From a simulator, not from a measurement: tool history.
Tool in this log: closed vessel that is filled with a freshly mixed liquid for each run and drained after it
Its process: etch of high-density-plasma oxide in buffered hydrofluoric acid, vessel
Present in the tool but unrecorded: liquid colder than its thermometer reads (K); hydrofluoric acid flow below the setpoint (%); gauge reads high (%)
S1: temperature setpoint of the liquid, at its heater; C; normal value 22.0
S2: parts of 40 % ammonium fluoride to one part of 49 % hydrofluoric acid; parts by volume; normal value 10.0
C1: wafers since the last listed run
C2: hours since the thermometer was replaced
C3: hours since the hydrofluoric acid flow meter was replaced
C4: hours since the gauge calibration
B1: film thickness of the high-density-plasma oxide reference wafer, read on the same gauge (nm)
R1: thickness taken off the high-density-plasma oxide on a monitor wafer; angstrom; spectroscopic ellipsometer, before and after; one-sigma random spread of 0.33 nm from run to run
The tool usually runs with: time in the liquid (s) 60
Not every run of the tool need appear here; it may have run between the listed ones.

Run 1, day 0.000: usual settings; C1 0; C2 571.9; C3 505.6; C4 1397.8; B1 40.04. Result: R1 603.6 angstrom.
Run 2, day 3.046: usual settings; C1 4488; C2 645.0; C3 578.7; C4 1470.9; B1 39.99. Result: R1 589.6 angstrom.
At day 4.262: hydrofluoric acid flow meter replaced.
Run 3, day 5.333: usual settings; C1 3309; C2 699.9; C3 25.7; C4 1525.8; B1 39.99. Result: R1 633.7 angstrom.
Run 4, day 8.142: usual settings; C1 4138; C2 767.3; C3 93.1; C4 1593.2; B1 39.99. Result: R1 623.0 angstrom.
At day 8.650: thermometer replaced.
Run 5, day 9.683: usual settings; C1 2210; C2 24.8; C3 130.1; C4 1630.2; B1 40.02. Result: R1 665.1 angstrom.
Run 6, day 11.942: usual settings; C1 3328; C2 79.0; C3 184.3; C4 1684.4; B1 39.98. Result: R1 657.3 angstrom.
Run 7, day 15.283: usual settings; C1 4924; C2 159.2; C3 264.5; C4 1764.6; B1 39.99. Result: R1 639.1 angstrom.
Run 8, day 17.575: usual settings but S1 20.5 C, time in the liquid (s) 85; C1 3377; C2 214.2; C3 319.5; C4 1819.6; B1 40.03. Result: R1 827.0 angstrom.
Run 9, day 19.367: usual settings but S1 20.5 C, time in the liquid (s) 85; C1 2640; C2 257.2; C3 362.5; C4 1862.6; B1 39.97. Result: R1 820.9 angstrom.
Run 10, day 21.188: usual settings; C1 2683; C2 300.9; C3 406.2; C4 1906.3; B1 40.02. Result: R1 620.3 angstrom.
At day 23.350: hydrofluoric acid flow meter replaced.
Run 11, day 25.096: usual settings; C1 5698; C2 394.7; C3 41.9; C4 2000.1; B1 39.99. Result: R1 657.6 angstrom.
Run 12, day 27.983: usual settings but S2 12.5 parts by volume; C1 4255; C2 464.0; C3 111.2; C4 2069.4; B1 39.99. Result: R1 521.2 angstrom.
Run 13, day 31.517: usual settings but S1 18.5 C, S2 9.0 parts by volume, time in the liquid (s) 75; C1 5207; C2 548.8; C3 196.0; C4 2154.2; B1 39.98. Result: R1 700.2 angstrom.
At day 41.583: thermometer replaced.
Run 14, day 42.046: usual settings but S1 20.5 C, S2 11.5 parts by volume; C1 15455; C2 11.1; C3 448.7; C4 2406.9; B1 40.00. Result: R1 513.3 angstrom.
Run 15, day 45.767: usual settings but S1 25.0 C, time in the liquid (s) 50; C1 5483; C2 100.4; C3 538.0; C4 2496.2; B1 40.04. Result: R1 615.0 angstrom.
At day 48.492: hydrofluoric acid flow meter replaced.
Run 16, day 50.188: usual settings but S1 20.5 C, time in the liquid (s) 95; C1 6453; C2 206.5; C3 40.7; C4 2602.3; B1 39.98. Result: R1 967.6 angstrom.
Run 17, day 52.462: usual settings; C1 3352; C2 261.1; C3 95.3; C4 2656.9; B1 40.02. Result: R1 654.4 angstrom.
Run 18, day 56.238: usual settings but S1 25.5 C, S2 6.5 parts by volume, time in the liquid (s) 45; C1 5563; C2 351.7; C3 185.9; C4 2747.5; B1 39.99. Result: R1 868.3 angstrom.
Run 19, day 58.692: usual settings but S1 24.5 C, S2 13.0 parts by volume; C1 3616; C2 410.6; C3 244.8; C4 2806.4; B1 40.01. Result: R1 565.6 angstrom.
Run 20, day 62.046: usual settings but time in the liquid (s) 30; C1 4943; C2 491.1; C3 325.3; C4 2886.9; B1 39.99. Result: R1 312.8 angstrom.
Run 21, day 64.721: usual settings but S1 20.5 C, S2 12.0 parts by volume, time in the liquid (s) 30; C1 3942; C2 555.3; C3 389.5; C4 2951.1; B1 40.01. Result: R1 237.7 angstrom.
Run 22, day 68.088: usual settings but S1 18.0 C, S2 13.0 parts by volume, time in the liquid (s) 75; C1 4961; C2 636.1; C3 470.3; C4 3031.9; B1 40.04. Result: R1 468.2 angstrom.
At day 70.142: hydrofluoric acid flow meter replaced.
At day 70.717: gauge calibrated.
At day 71.567: thermometer replaced.
Run 23, day 71.804: usual settings; C1 5354; C2 5.7; C3 39.9; C4 26.1; B1 39.99. Result: R1 670.5 angstrom.
Run 24, day 73.921: usual settings but S1 17.0 C; C1 3119; C2 56.5; C3 90.7; C4 76.9; B1 40.03. Result: R1 496.8 angstrom.
Run 25, day 75.858: usual settings but S1 26.5 C, S2 11.5 parts by volume, time in the liquid (s) 85; C1 2855; C2 103.0; C3 137.2; C4 123.4; B1 39.98. Result: R1 1033.8 angstrom.
Run 26, day 79.721: usual settings; C1 5692; C2 195.7; C3 229.9; C4 216.1; B1 40.03. Result: R1 638.8 angstrom.
Run 27, day 82.517: usual settings; C1 4120; C2 262.8; C3 297.0; C4 283.2; B1 40.01. Result: R1 633.0 angstrom.
Run 28, day 84.942: usual settings but S1 25.0 C, S2 6.5 parts by volume; C1 3573; C2 321.0; C3 355.2; C4 341.4; B1 40.00. Result: R1 1105.1 angstrom.
Run 29, day 88.662: usual settings but S1 24.5 C, S2 6.5 parts by volume, time in the liquid (s) 30; C1 5483; C2 410.3; C3 444.5; C4 430.7; B1 40.01. Result: R1 530.1 angstrom.
At day 90.042: hydrofluoric acid flow meter replaced.
Run 30, day 90.875: usual settings but time in the liquid (s) 70; C1 3199; C2 463.4; C3 20.0; C4 483.8; B1 40.01. Result: R1 754.2 angstrom.
Run 31, day 94.600: usual settings but time in the liquid (s) 45; C1 5489; C2 552.8; C3 109.4; C4 573.2; B1 40.03. Result: R1 477.6 angstrom.

Alternative continuations, all from the tool just after run 31; predict every row:
Run A, day 94.629: usual settings; C1 42; C2 553.5; C3 110.1; C4 573.9; B1 ?. Result: R1 ?.
Run B, day 94.629: usual settings but S1 19.5 C; C1 42; C2 553.5; C3 110.1; C4 573.9; B1 ?. Result: R1 ?.
Run C, day 94.629: usual settings but S2 6.5 parts by volume; C1 42; C2 553.5; C3 110.1; C4 573.9; B1 ?. Result: R1 ?.
Run D, day 94.629: usual settings but S1 20.0 C, S2 7.5 parts by volume; C1 42; C2 553.5; C3 110.1; C4 573.9; B1 ?. Result: R1 ?.

run     B1     R1
  A  40.02  633.9
  B  40.02  551.0
  C  40.02  950.4
  D  40.02  736.4
Without the tool's unlogged condition, the same runs would have read:
run      R1
  A   680.5
  B   592.1
  C  1018.0
  D   792.9

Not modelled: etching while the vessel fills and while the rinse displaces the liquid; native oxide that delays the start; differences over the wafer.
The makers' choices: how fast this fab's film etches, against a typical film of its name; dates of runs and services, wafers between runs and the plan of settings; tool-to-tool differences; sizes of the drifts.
